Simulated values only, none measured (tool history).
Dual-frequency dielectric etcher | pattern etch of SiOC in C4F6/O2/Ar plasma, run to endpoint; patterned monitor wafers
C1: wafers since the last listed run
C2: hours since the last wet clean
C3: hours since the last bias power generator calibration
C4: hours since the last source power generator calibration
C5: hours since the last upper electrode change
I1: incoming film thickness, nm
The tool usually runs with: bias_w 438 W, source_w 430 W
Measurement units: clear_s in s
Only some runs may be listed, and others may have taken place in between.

{"run": 1, "hour": 0.0, "bias_w": 438, "source_w": 430, "C1": 0, "C2": 247.2, "C3": 2030.4, "C4": 2478.3, "C5": 3420.8, "I1": 51.1, "clear_s": 18.5}
{"run": 2, "hour": 53.4, "bias_w": 438, "source_w": 360, "C1": 1117, "C2": 300.6, "C3": 2083.8, "C4": 2531.7, "C5": 3474.2, "I1": 51.3, "clear_s": 20.3}
{"hour": 103.2, "done": "wet clean of the chamber"}
{"run": 3, "hour": 103.7, "bias_w": 438, "source_w": 360, "C1": 550, "C2": 0.5, "C3": 2134.1, "C4": 2582.0, "C5": 3524.5, "I1": 51.8, "clear_s": 20.0}
{"run": 4, "hour": 157.4, "bias_w": 438, "source_w": 360, "C1": 1123, "C2": 54.2, "C3": 2187.8, "C4": 2635.7, "C5": 3578.2, "I1": 51.7, "clear_s": 20.0}
{"run": 5, "hour": 242.9, "bias_w": 438, "source_w": 430, "C1": 1789, "C2": 139.7, "C3": 2273.3, "C4": 2721.2, "C5": 3663.7, "I1": 51.2, "clear_s": 18.4}
{"run": 6, "hour": 316.9, "bias_w": 438, "source_w": 430, "C1": 1548, "C2": 213.7, "C3": 2347.3, "C4": 2795.2, "C5": 3737.7, "I1": 51.3, "clear_s": 18.5}
{"run": 7, "hour": 366.0, "bias_w": 438, "source_w": 430, "C1": 1027, "C2": 262.8, "C3": 2396.4, "C4": 2844.3, "C5": 3786.8, "I1": 50.8, "clear_s": 18.3}
{"hour": 435.2, "done": "wet clean of the chamber"}
{"run": 8, "hour": 454.1, "bias_w": 438, "source_w": 320, "C1": 1341, "C2": 18.9, "C3": 2484.5, "C4": 2932.4, "C5": 3874.9, "I1": 51.5, "clear_s": 20.9}
{"hour": 521.4, "done": "bias power generator calibrated"}
{"run": 9, "hour": 530.3, "bias_w": 438, "source_w": 430, "C1": 1511, "C2": 95.1, "C3": 8.9, "C4": 3008.6, "C5": 3951.1, "I1": 51.3, "clear_s": 18.0}
{"run": 10, "hour": 582.4, "bias_w": 523, "source_w": 530, "C1": 1090, "C2": 147.2, "C3": 61.0, "C4": 3060.7, "C5": 4003.2, "I1": 51.3, "clear_s": 15.2}
{"run": 11, "hour": 627.6, "bias_w": 530, "source_w": 350, "C1": 945, "C2": 192.4, "C3": 106.2, "C4": 3105.9, "C5": 4048.4, "I1": 51.2, "clear_s": 18.3}
{"hour": 714.3, "done": "source power generator calibrated"}
{"hour": 730.9, "done": "upper electrode replaced"}
{"hour": 821.1, "done": "wet clean of the chamber"}
{"run": 12, "hour": 933.9, "bias_w": 438, "source_w": 430, "C1": 5476, "C2": 112.8, "C3": 412.5, "C4": 219.6, "C5": 203.0, "I1": 51.3, "clear_s": 18.4}
{"run": 13, "hour": 1023.1, "bias_w": 350, "source_w": 480, "C1": 1866, "C2": 202.0, "C3": 501.7, "C4": 308.8, "C5": 292.2, "I1": 51.2, "clear_s": 19.9}
{"run": 14, "hour": 1126.3, "bias_w": 539, "source_w": 400, "C1": 2159, "C2": 305.2, "C3": 604.9, "C4": 412.0, "C5": 395.4, "I1": 51.6, "clear_s": 17.3}

Branching from run 14: 3 alternative next runs. What would each branch give?
{"run": "A", "hour": 1126.7, "bias_w": 438, "source_w": 340, "C1": 8, "C2": 305.6, "C3": 605.3, "C4": 412.4, "C5": 395.8, "I1": 50.9, "clear_s": "?"}
{"run": "B", "hour": 1126.7, "bias_w": 535, "source_w": 500, "C1": 8, "C2": 305.6, "C3": 605.3, "C4": 412.4, "C5": 395.8, "I1": 50.9, "clear_s": "?"}
{"run": "C", "hour": 1126.7, "bias_w": 368, "source_w": 430, "C1": 8, "C2": 305.6, "C3": 605.3, "C4": 412.4, "C5": 395.8, "I1": 50.9, "clear_s": "?"}

run=A clear_s=20.5
run=B clear_s=15.6
run=C clear_s=20.3
Stripped of hidden state, with their random variation kept, the same runs would have yielded:
run=A clear_s=19.9
run=B clear_s=15.1
run=C clear_s=19.6

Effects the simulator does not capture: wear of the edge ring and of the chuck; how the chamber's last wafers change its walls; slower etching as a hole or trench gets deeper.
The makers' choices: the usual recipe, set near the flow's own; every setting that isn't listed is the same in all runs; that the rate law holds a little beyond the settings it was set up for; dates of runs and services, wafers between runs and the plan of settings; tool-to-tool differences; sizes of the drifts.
